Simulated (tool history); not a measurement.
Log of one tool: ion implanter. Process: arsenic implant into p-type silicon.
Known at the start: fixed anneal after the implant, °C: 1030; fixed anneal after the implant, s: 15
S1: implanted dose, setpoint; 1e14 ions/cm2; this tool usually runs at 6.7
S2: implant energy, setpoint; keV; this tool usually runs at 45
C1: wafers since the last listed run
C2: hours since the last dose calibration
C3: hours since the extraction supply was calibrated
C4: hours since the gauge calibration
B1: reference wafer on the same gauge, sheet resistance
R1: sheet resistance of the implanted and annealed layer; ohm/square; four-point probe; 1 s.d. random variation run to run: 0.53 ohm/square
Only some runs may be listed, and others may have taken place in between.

{"run": 1, "hour": 0.0, "S1": 6.7, "S2": 45, "C1": 0, "C2": 627.3, "C3": 1590, "C4": 582.1, "B1": 145.06, "R1": 154.2}
{"run": 2, "hour": 62.4, "S1": 6.7, "S2": 45, "C1": 2129, "C2": 689.7, "C3": 1652.4, "C4": 644.5, "B1": 145.08, "R1": 154.81}
{"run": 3, "hour": 133.5, "S1": 6.7, "S2": 45, "C1": 2426, "C2": 760.8, "C3": 1723.5, "C4": 715.6, "B1": 144.95, "R1": 155.12}
{"run": 4, "hour": 173.4, "S1": 6.7, "S2": 45, "C1": 1361, "C2": 800.7, "C3": 1763.4, "C4": 755.5, "B1": 145.03, "R1": 155.18}
{"run": 5, "hour": 214.1, "S1": 6.7, "S2": 34.5, "C1": 1388, "C2": 841.4, "C3": 1804.1, "C4": 796.2, "B1": 145.26, "R1": 161.6}
{"run": 6, "hour": 250.3, "S1": 6.7, "S2": 34.5, "C1": 1235, "C2": 877.6, "C3": 1840.3, "C4": 832.4, "B1": 145.01, "R1": 161.11}
{"run": 7, "hour": 298.6, "S1": 6.7, "S2": 34.5, "C1": 1648, "C2": 925.9, "C3": 1888.6, "C4": 880.7, "B1": 144.92, "R1": 161.99}
{"run": 8, "hour": 335.8, "S1": 6.7, "S2": 45, "C1": 1269, "C2": 963.1, "C3": 1925.8, "C4": 917.9, "B1": 144.8, "R1": 154.86}
{"run": 9, "hour": 530.5, "S1": 6.7, "S2": 45, "C1": 6644, "C2": 1157.8, "C3": 2120.5, "C4": 1112.6, "B1": 144.9, "R1": 155.67}
{"run": 10, "hour": 591.9, "S1": 6.7, "S2": 45, "C1": 2095, "C2": 1219.2, "C3": 2181.9, "C4": 1174, "B1": 145.31, "R1": 154.48}
{"run": 11, "hour": 626.7, "S1": 6.7, "S2": 45, "C1": 1187, "C2": 1254, "C3": 2216.7, "C4": 1208.8, "B1": 145, "R1": 155.18}
{"run": 12, "hour": 690.7, "S1": 6.7, "S2": 45, "C1": 2184, "C2": 1318, "C3": 2280.7, "C4": 1272.8, "B1": 145.16, "R1": 154.79}
{"run": 13, "hour": 734.9, "S1": 6.7, "S2": 45, "C1": 1508, "C2": 1362.2, "C3": 2324.9, "C4": 1317, "B1": 145.15, "R1": 155.06}
{"run": 14, "hour": 764.6, "S1": 5.42, "S2": 39, "C1": 1013, "C2": 1391.9, "C3": 2354.6, "C4": 1346.7, "B1": 144.99, "R1": 185.43}
{"run": 15, "hour": 820.1, "S1": 5.42, "S2": 39, "C1": 1894, "C2": 1447.4, "C3": 2410.1, "C4": 1402.2, "B1": 144.98, "R1": 185.5}
{"run": 16, "hour": 864.3, "S1": 5.42, "S2": 39, "C1": 1508, "C2": 1491.6, "C3": 2454.3, "C4": 1446.4, "B1": 145.09, "R1": 185.79}
{"run": 17, "hour": 921.2, "S1": 6.7, "S2": 45, "C1": 1941, "C2": 1548.5, "C3": 2511.2, "C4": 1503.3, "B1": 144.83, "R1": 154.59}
{"run": 18, "hour": 969.2, "S1": 5.83, "S2": 52.5, "C1": 1638, "C2": 1596.5, "C3": 2559.2, "C4": 1551.3, "B1": 144.78, "R1": 169.25}
{"run": 19, "hour": 1104.1, "S1": 7.88, "S2": 53, "C1": 4603, "C2": 1731.4, "C3": 2694.1, "C4": 1686.2, "B1": 145.07, "R1": 133.58}
{"run": 20, "hour": 1129.1, "S1": 7.28, "S2": 59.5, "C1": 853, "C2": 1756.4, "C3": 2719.1, "C4": 1711.2, "B1": 145.09, "R1": 139.88}
{"run": 21, "hour": 1167.9, "S1": 6.7, "S2": 52, "C1": 1324, "C2": 1795.2, "C3": 2757.9, "C4": 1750, "B1": 144.78, "R1": 150.68}
{"run": 22, "hour": 1224.6, "S1": 6.7, "S2": 45, "C1": 1935, "C2": 1851.9, "C3": 2814.6, "C4": 1806.7, "B1": 145.03, "R1": 154.05}
{"hour": 1268.6, "done": "extraction supply calibrated"}
{"hour": 1291.2, "done": "gauge calibrated"}
{"run": 23, "hour": 1292.6, "S1": 7.2, "S2": 57.5, "C1": 2047, "C2": 1919.9, "C3": 24, "C4": 1.4, "B1": 144.98, "R1": 141.08}
{"run": 24, "hour": 1332.8, "S1": 6.7, "S2": 45, "C1": 1371, "C2": 1960.1, "C3": 64.2, "C4": 41.6, "B1": 145, "R1": 153.67}
{"run": 25, "hour": 1375.4, "S1": 7.67, "S2": 35, "C1": 1453, "C2": 2002.7, "C3": 106.8, "C4": 84.2, "B1": 144.93, "R1": 144.61}
{"run": 26, "hour": 1423.4, "S1": 4.79, "S2": 54.5, "C1": 1638, "C2": 2050.7, "C3": 154.8, "C4": 132.2, "B1": 145.11, "R1": 193.17}
{"run": 27, "hour": 1455.8, "S1": 6.7, "S2": 45, "C1": 1105, "C2": 2083.1, "C3": 187.2, "C4": 164.6, "B1": 144.86, "R1": 153.13}
{"hour": 1509.4, "done": "Faraday cup replaced and dose calibrated"}
{"run": 28, "hour": 1526.6, "S1": 5.74, "S2": 45, "C1": 2143, "C2": 17.2, "C3": 258, "C4": 235.4, "B1": 144.96, "R1": 175.57}
{"run": 29, "hour": 1556.2, "S1": 8, "S2": 51.5, "C1": 1010, "C2": 46.8, "C3": 287.6, "C4": 265, "B1": 145, "R1": 133.78}
{"run": 30, "hour": 1595.7, "S1": 8.44, "S2": 36.5, "C1": 1348, "C2": 86.3, "C3": 327.1, "C4": 304.5, "B1": 145.02, "R1": 135.92}
{"run": 31, "hour": 1648.0, "S1": 6.7, "S2": 45, "C1": 1784, "C2": 138.6, "C3": 379.4, "C4": 356.8, "B1": 145.05, "R1": 155.65}
{"run": 32, "hour": 1678.2, "S1": 6.7, "S2": 45, "C1": 1030, "C2": 168.8, "C3": 409.6, "C4": 387, "B1": 145.05, "R1": 156.29}
{"run": 33, "hour": 1734.2, "S1": 7.51, "S2": 36.5, "C1": 1911, "C2": 224.8, "C3": 465.6, "C4": 443, "B1": 145.07, "R1": 148.09}
{"run": 34, "hour": 1791.4, "S1": 6.7, "S2": 45, "C1": 1952, "C2": 282, "C3": 522.8, "C4": 500.2, "B1": 144.9, "R1": 156.22}
{"run": 35, "hour": 1835.0, "S1": 7.49, "S2": 36, "C1": 1487, "C2": 325.6, "C3": 566.4, "C4": 543.8, "B1": 145.12, "R1": 148.34}
{"run": 36, "hour": 1978.1, "S1": 7.28, "S2": 59.5, "C1": 4883, "C2": 468.7, "C3": 709.5, "C4": 686.9, "B1": 145.05, "R1": 141.54}
{"run": 37, "hour": 2032.7, "S1": 8.59, "S2": 55.5, "C1": 1863, "C2": 523.3, "C3": 764.1, "C4": 741.5, "B1": 145.23, "R1": 125.29}

For some of the steps in R1 from one run to the next: how much would appear even if the tool had no hidden state, given the settings, what came in and random variation, and how much remains for the hidden state plus any gauge scatter that the measured result and the result without hidden state don't share?
Hidden state present: deviation of the true dose from the Faraday cup's reading, %; deviation of the true energy from its setpoint, %; gauge reads high (%).
Run 25 -> 26: S1 7.67 -> 4.79, S2 35 -> 54.5. R1 +48.56 ohm/square: hidden state -0.86, all else +49.42.
Run 26 -> 27: S1 4.79 -> 6.7, S2 54.5 -> 45. R1 -40.04 ohm/square: hidden state +0.53, all else -40.57.
Run 27 -> 28: S1 6.7 -> 5.74, Faraday cup replaced and dose calibrated. R1 +22.44 ohm/square: hidden state +1.96, all else +20.48.
Run 28 -> 29: S1 5.74 -> 8, S2 45 -> 51.5. R1 -41.79 ohm/square: hidden state +0.03, all else -41.82.

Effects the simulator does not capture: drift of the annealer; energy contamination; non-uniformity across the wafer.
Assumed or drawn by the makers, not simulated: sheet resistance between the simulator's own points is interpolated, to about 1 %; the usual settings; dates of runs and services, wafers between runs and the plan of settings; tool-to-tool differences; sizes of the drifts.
